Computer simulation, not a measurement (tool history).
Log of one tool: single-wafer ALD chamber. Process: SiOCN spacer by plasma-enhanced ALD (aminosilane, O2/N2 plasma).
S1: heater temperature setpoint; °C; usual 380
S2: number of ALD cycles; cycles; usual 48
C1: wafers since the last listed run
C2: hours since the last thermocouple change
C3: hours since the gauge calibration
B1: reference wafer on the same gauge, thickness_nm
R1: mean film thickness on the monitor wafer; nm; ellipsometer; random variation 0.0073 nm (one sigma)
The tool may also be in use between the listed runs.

Run 1, hour 0.0: usual settings; C1 0; C2 422.4; C3 868.9; B1 3.324. Result: R1 2.953 nm.
Run 2, hour 25.1: usual settings; C1 181; C2 447.5; C3 894.0; B1 3.325. Result: R1 2.955 nm.
Run 3, hour 62.2: usual settings; C1 268; C2 484.6; C3 931.1; B1 3.327. Result: R1 2.954 nm.
Run 4, hour 111.5: usual settings but S2 50 cycles; C1 356; C2 533.9; C3 980.4; B1 3.330. Result: R1 3.073 nm.
Run 5, hour 153.2: usual settings but S2 50 cycles; C1 301; C2 575.6; C3 1022.1; B1 3.330. Result: R1 3.080 nm.
Run 6, hour 224.6: usual settings but S2 50 cycles; C1 516; C2 647.0; C3 1093.5; B1 3.337. Result: R1 3.094 nm.
Run 7, hour 263.2: usual settings; C1 279; C2 685.6; C3 1132.1; B1 3.335. Result: R1 2.972 nm.
Run 8, hour 291.9: usual settings but S2 55 cycles; C1 207; C2 714.3; C3 1160.8; B1 3.338. Result: R1 3.397 nm.
Run 9, hour 350.9: usual settings but S2 55 cycles; C1 426; C2 773.3; C3 1219.8; B1 3.341. Result: R1 3.392 nm.
Run 10, hour 416.6: usual settings but S2 55 cycles; C1 474; C2 839.0; C3 1285.5; B1 3.346. Result: R1 3.403 nm.
Run 11, hour 473.5: usual settings but S1 385 °C; C1 411; C2 895.9; C3 1342.4; B1 3.350. Result: R1 2.977 nm.
Run 12, hour 536.9: usual settings but S1 385 °C; C1 458; C2 959.3; C3 1405.8; B1 3.356. Result: R1 2.991 nm.
Run 13, hour 584.6: usual settings; C1 344; C2 1007.0; C3 1453.5; B1 3.356. Result: R1 2.982 nm.
Run 14, hour 645.6: usual settings; C1 440; C2 1068.0; C3 1514.5; B1 3.364. Result: R1 2.987 nm.
Run 15, hour 700.7: usual settings but S1 391 °C; C1 398; C2 1123.1; C3 1569.6; B1 3.366. Result: R1 3.000 nm.
At hour 721.2: thermocouple changed; heater temperature recalibrated.
Run 16, hour 746.2: usual settings; C1 271; C2 25.0; C3 1615.1; B1 3.370. Result: R1 2.995 nm.
Run 17, hour 807.4: usual settings; C1 442; C2 86.2; C3 1676.3; B1 3.371. Result: R1 2.994 nm.
Run 18, hour 843.9: usual settings; C1 263; C2 122.7; C3 1712.8; B1 3.377. Result: R1 3.002 nm.
Run 19, hour 870.2: usual settings; C1 190; C2 149.0; C3 1739.1; B1 3.377. Result: R1 2.997 nm.
Run 20, hour 905.5: usual settings; C1 255; C2 184.3; C3 1774.4; B1 3.383. Result: R1 2.994 nm.
Run 21, hour 974.7: usual settings; C1 500; C2 253.5; C3 1843.6; B1 3.389. Result: R1 3.007 nm.
Run 22, hour 1039.6: usual settings; C1 469; C2 318.4; C3 1908.5; B1 3.398. Result: R1 3.010 nm.
Run 23, hour 1068.1: usual settings but S1 389 °C, S2 44 cycles; C1 206; C2 346.9; C3 1937.0; B1 3.399. Result: R1 2.758 nm.
Run 24, hour 1112.9: usual settings; C1 323; C2 391.7; C3 1981.8; B1 3.403. Result: R1 3.012 nm.
At hour 1131.5: gauge calibrated.
Run 25, hour 1175.0: usual settings but S2 51 cycles; C1 448; C2 453.8; C3 43.5; B1 3.326. Result: R1 3.127 nm.
Run 26, hour 1216.1: usual settings; C1 297; C2 494.9; C3 84.6; B1 3.327. Result: R1 2.961 nm.
Run 27, hour 1259.2: usual settings but S1 366 °C, S2 57 cycles; C1 311; C2 538.0; C3 127.7; B1 3.329. Result: R1 3.492 nm.
Run 28, hour 1295.2: usual settings but S1 386 °C, S2 51 cycles; C1 260; C2 574.0; C3 163.7; B1 3.328. Result: R1 3.147 nm.
Run 29, hour 1364.7: usual settings but S1 374 °C, S2 45 cycles; C1 502; C2 643.5; C3 233.2; B1 3.327. Result: R1 2.779 nm.
Run 30, hour 1406.3: usual settings but S1 372 °C, S2 57 cycles; C1 300; C2 685.1; C3 274.8; B1 3.328. Result: R1 3.495 nm.
Run 31, hour 1446.7: usual settings; C1 292; C2 725.5; C3 315.2; B1 3.330. Result: R1 2.959 nm.
Run 32, hour 1513.3: usual settings; C1 481; C2 792.1; C3 381.8; B1 3.334. Result: R1 2.959 nm.
Run 33, hour 1574.7: usual settings but S1 369 °C, S2 41 cycles; C1 443; C2 853.5; C3 443.2; B1 3.333. Result: R1 2.541 nm.
Run 34, hour 1643.6: usual settings but S1 389 °C, S2 56 cycles; C1 498; C2 922.4; C3 512.1; B1 3.334. Result: R1 3.449 nm.
Run 35, hour 1677.5: usual settings but S2 44 cycles; C1 245; C2 956.3; C3 546.0; B1 3.334. Result: R1 2.718 nm.
Run 36, hour 1708.5: usual settings but S1 370 °C, S2 51 cycles; C1 224; C2 987.3; C3 577.0; B1 3.333. Result: R1 3.144 nm.
Run 37, hour 1755.9: usual settings but S1 371 °C, S2 57 cycles; C1 342; C2 1034.7; C3 624.4; B1 3.336. Result: R1 3.524 nm.
Run 38, hour 1792.1: usual settings but S2 54 cycles; C1 261; C2 1070.9; C3 660.6; B1 3.339. Result: R1 3.344 nm.
Run 39, hour 1838.8: usual settings but S1 384 °C; C1 337; C2 1117.6; C3 707.3; B1 3.338. Result: R1 2.977 nm.
Run 40, hour 1900.4: usual settings but S1 386 °C, S2 42 cycles; C1 445; C2 1179.2; C3 768.9; B1 3.343. Result: R1 2.584 nm.
At hour 1921.1: thermocouple changed; heater temperature recalibrated.
Run 41, hour 1967.0: usual settings but S1 375 °C, S2 52 cycles; C1 423; C2 45.9; C3 835.5; B1 3.342. Result: R1 3.211 nm.
Run 42, hour 2033.7: usual settings but S1 388 °C, S2 39 cycles; C1 482; C2 112.6; C3 902.2; B1 3.350. Result: R1 2.418 nm.
Run 43, hour 2102.7: usual settings but S1 375 °C, S2 52 cycles; C1 498; C2 181.6; C3 971.2; B1 3.353. Result: R1 3.212 nm.
Run 44, hour 2138.9: usual settings; C1 261; C2 217.8; C3 1007.4; B1 3.353. Result: R1 2.985 nm.

The tool's hidden state at each run:
wafer temperature above the value expected at the setpoint (K): 0 in every run
H1: gauge reads high (%)
run     H1
  1  0.388
  2  0.421
  3  0.472
  4  0.542
  5  0.605
  6  0.718
  7  0.782
  8  0.832
  9  0.937
 10   1.06
 11   1.17
 12    1.3
 13    1.4
 14   1.54
 15   1.67
 16   1.78
 17   1.93
 18   2.02
 19   2.09
 20   2.18
 21   2.37
 22   2.55
 23   2.63
 24   2.76
 25  0.534
 26  0.538
 27  0.545
 28  0.552
 29  0.573
 30  0.589
 31  0.607
 32  0.642
 33  0.679
 34  0.729
 35  0.756
 36  0.782
 37  0.824
 38  0.859
 39  0.907
 40  0.975
 41   1.05
 42   1.14
 43   1.24
 44   1.29

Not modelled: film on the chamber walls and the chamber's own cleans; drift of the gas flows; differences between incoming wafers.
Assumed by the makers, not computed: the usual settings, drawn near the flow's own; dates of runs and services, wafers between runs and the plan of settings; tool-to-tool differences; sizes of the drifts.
